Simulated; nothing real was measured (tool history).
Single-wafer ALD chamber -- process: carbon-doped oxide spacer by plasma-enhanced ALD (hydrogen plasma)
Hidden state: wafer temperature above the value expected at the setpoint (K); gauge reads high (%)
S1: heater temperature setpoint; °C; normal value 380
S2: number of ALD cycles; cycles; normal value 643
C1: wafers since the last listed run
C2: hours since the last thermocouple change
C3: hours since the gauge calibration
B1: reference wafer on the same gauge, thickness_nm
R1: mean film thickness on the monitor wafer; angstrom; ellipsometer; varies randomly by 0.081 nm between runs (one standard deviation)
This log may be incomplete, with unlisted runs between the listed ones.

run 1 hour=0.0 | S1=385 S2=643 | C1=0 C2=904.7 C3=203.1 | B1=28.590 | R1=317.70
run 2 hour=37.8 | S1=385 S2=643 | C1=20 C2=942.5 C3=240.9 | B1=28.541 | R1=317.30
run 3 hour=127.5 | S1=368 S2=643 | C1=47 C2=1032.2 C3=330.6 | B1=28.489 | R1=318.56
run 4 hour=175.6 | S1=380 S2=600 | C1=25 C2=1080.3 C3=378.7 | B1=28.469 | R1=297.81
run 5 hour=265.4 | S1=380 S2=643 | C1=47 C2=1170.1 C3=468.5 | B1=28.425 | R1=317.56
run 6 hour=358.1 | S1=380 S2=643 | C1=49 C2=1262.8 C3=561.2 | B1=28.410 | R1=317.48
run 7 hour=419.7 | S1=380 S2=643 | C1=32 C2=1324.4 C3=622.8 | B1=28.394 | R1=316.89
-- hour=482.8 thermocouple changed; heater temperature recalibrated
run 8 hour=483.3 | S1=380 S2=643 | C1=29 C2=0.5 C3=686.4 | B1=28.395 | R1=316.19
run 9 hour=561.9 | S1=374 S2=643 | C1=41 C2=79.1 C3=765.0 | B1=28.369 | R1=317.51
-- hour=574.9 gauge calibrated
run 10 hour=637.9 | S1=377 S2=574 | C1=40 C2=155.1 C3=63.0 | B1=28.910 | R1=288.59
run 11 hour=737.8 | S1=375 S2=544 | C1=53 C2=255.0 C3=162.9 | B1=28.767 | R1=270.82
run 12 hour=775.3 | S1=387 S2=643 | C1=19 C2=292.5 C3=200.4 | B1=28.727 | R1=320.87
run 13 hour=835.5 | S1=372 S2=694 | C1=31 C2=352.7 C3=260.6 | B1=28.671 | R1=344.54
run 14 hour=917.5 | S1=380 S2=541 | C1=43 C2=434.7 C3=342.6 | B1=28.618 | R1=269.84
run 15 hour=992.4 | S1=368 S2=643 | C1=39 C2=509.6 C3=417.5 | B1=28.590 | R1=320.09
run 16 hour=1047.9 | S1=390 S2=716 | C1=29 C2=565.1 C3=473.0 | B1=28.559 | R1=355.79
run 17 hour=1108.1 | S1=380 S2=643 | C1=31 C2=625.3 C3=533.2 | B1=28.566 | R1=320.13
run 18 hour=1199.3 | S1=387 S2=552 | C1=48 C2=716.5 C3=624.4 | B1=28.545 | R1=273.98
run 19 hour=1285.9 | S1=371 S2=553 | C1=45 C2=803.1 C3=711.0 | B1=28.530 | R1=274.45
run 20 hour=1380.8 | S1=390 S2=716 | C1=50 C2=898.0 C3=805.9 | B1=28.524 | R1=354.16

Predict each of these 4 candidate next runs independently; none follows another, all start after run 20:
run A hour=1382.2 | S1=380 S2=570 | C1=0 C2=899.4 C3=807.3 | B1=? | R1=?
run B hour=1382.2 | S1=389 S2=716 | C1=0 C2=899.4 C3=807.3 | B1=? | R1=?
run C hour=1382.2 | S1=372 S2=748 | C1=0 C2=899.4 C3=807.3 | B1=? | R1=?
run D hour=1382.2 | S1=376 S2=739 | C1=0 C2=899.4 C3=807.3 | B1=? | R1=?

run=A B1=28.521 R1=281.03
run=B B1=28.521 R1=353.02
run=C B1=28.521 R1=368.79
run=D B1=28.521 R1=364.36
Had the tool no hidden state, the same runs would have come out as:
run=A R1=285.76
run=B R1=358.95
run=C R1=375.00
run=D R1=370.49
